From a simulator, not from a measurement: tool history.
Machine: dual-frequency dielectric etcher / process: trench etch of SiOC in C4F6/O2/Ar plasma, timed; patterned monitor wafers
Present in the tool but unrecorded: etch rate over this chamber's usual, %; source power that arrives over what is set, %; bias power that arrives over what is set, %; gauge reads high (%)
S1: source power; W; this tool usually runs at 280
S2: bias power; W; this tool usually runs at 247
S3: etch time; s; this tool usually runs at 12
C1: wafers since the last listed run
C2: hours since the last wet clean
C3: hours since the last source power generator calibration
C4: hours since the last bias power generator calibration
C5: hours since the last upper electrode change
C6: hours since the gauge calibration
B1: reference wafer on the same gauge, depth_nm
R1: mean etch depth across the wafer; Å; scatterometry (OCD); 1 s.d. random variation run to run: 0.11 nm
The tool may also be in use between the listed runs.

run   hour   S1   S2    S3   C1     C2      C3      C4      C5     C6     B1     R1
  1      0  280  247    12    0  369.6  4656.1  3298.4  2299.8  163.4  27.95  229.4
  2   17.4  280  247    12  156    387  4673.5  3315.8  2317.2  180.8  27.98  227.1
  3   28.9  280  247    12  103  398.5    4685  3327.3  2328.7  192.3  28.02  226.9
  4   42.3  280  247    12  120  411.9  4698.4  3340.7  2342.1  205.7  28.03  226.5
  5   58.2  280  247    12  143  427.8  4714.3  3356.6    2358  221.6  28.05  228.1
  6     73  280  247    12  133  442.6  4729.1  3371.4  2372.8  236.4  28.02  226.1
  7   82.3  280  247    12   83  451.9  4738.4  3380.7  2382.1  245.7  27.98  225.9
     107.6  -- upper electrode replaced
  8  108.1  280  247    12   16  477.7  4764.2  3406.5     0.5  271.5  28.03  226.4
  9  108.4  280  247    12    2    478  4764.5  3406.8     0.8  271.8  27.97  227.2
 10  122.8  280  247    12  129  492.4  4778.9  3421.2    15.2  286.2  28.04  226.7
     129.7  -- source power generator calibrated
 11  133.6  280  274    11   61  503.2     3.9    3432      26    297  28.03  211.1
 12  147.3  280  274    11  123  516.9    17.6  3445.7    39.7  310.7  27.98  212.6
 13  156.3  280  274    11   81  525.9    26.6  3454.7    48.7  319.7  28.04  212.3
     160.5  -- bias power generator calibrated
 14  172.6  310  247    12  110  542.2    42.9    12.1      65    336  27.98  233.4
 15  179.6  280  247    12   63  549.2    49.9    19.1      72    343  28.02  225.1
 16  188.6  250  269   9.5   81  558.2    58.9    28.1      81    352  28.02  174.4
     218.7  -- wet clean of the chamber
 17  219.2  280  247    12   59    0.5    89.5    58.7   111.6  382.6     28    249
 18  219.6  280  247    12    3    0.9    89.9    59.1     112    383  27.98  246.9
 19  231.4  330  247    12  106   12.7   101.7    70.9   123.8  394.8  27.98  261.5
     234.9  -- gauge calibrated
     269.9  -- wet clean of the chamber, repeated, since the last time left the tool worse
 20  270.4  330  212  13.5  135    0.5   140.7   109.9   162.8   35.5  27.96  266.4
 21  270.7  340  296  14.5    2    0.8     141   110.2   163.1   35.8  27.97  314.6
 22  279.6  280  247   9.5   80    9.7   149.9   119.1     172   44.7  28.04  183.5
 23  286.4  220  203    14   61   16.5   156.7   125.9   178.8   51.5  28.02  239.9
 24  303.2  240  197    12  151   33.3   173.5   142.7   195.6   68.3     28  211.8
 25  313.3  340  213  10.5   90   43.4   183.6   152.8   205.7   78.4  27.97  206.8
 26  323.6  280  247    12   92   53.7   193.9   163.1     216   88.7  27.95  231.2
 27  336.6  280  247    12  117   66.7   206.9   176.1     229  101.7  28.03  231.6
 28  349.9  280  265    12  119     80   220.2   189.4   242.3    115  27.96  234.3

Predict each of these 5 candidate next runs independently; none follows another, all start after run 28:
  A  350.3  280  247   12   3  80.4  220.6  189.8  242.7  115.4   ?   ?
  B  350.3  250  247  9.5   3  80.4  220.6  189.8  242.7  115.4   ?   ?
  C  350.3  350  229   12   3  80.4  220.6  189.8  242.7  115.4   ?   ?
  D  350.3  280  197   12   3  80.4  220.6  189.8  242.7  115.4   ?   ?
  E  350.3  330  231   12   3  80.4  220.6  189.8  242.7  115.4   ?   ?

run     B1     R1
  A  27.98  232.2
  B  27.98  177.6
  C  27.98  244.9
  D  27.98  221.2
  E  27.98  240.8
With the hidden condition removed and each run's random variation left untouched, the same runs would have given:
run     R1
  A  234.6
  B  179.4
  C  247.5
  D  223.6
  E  243.4
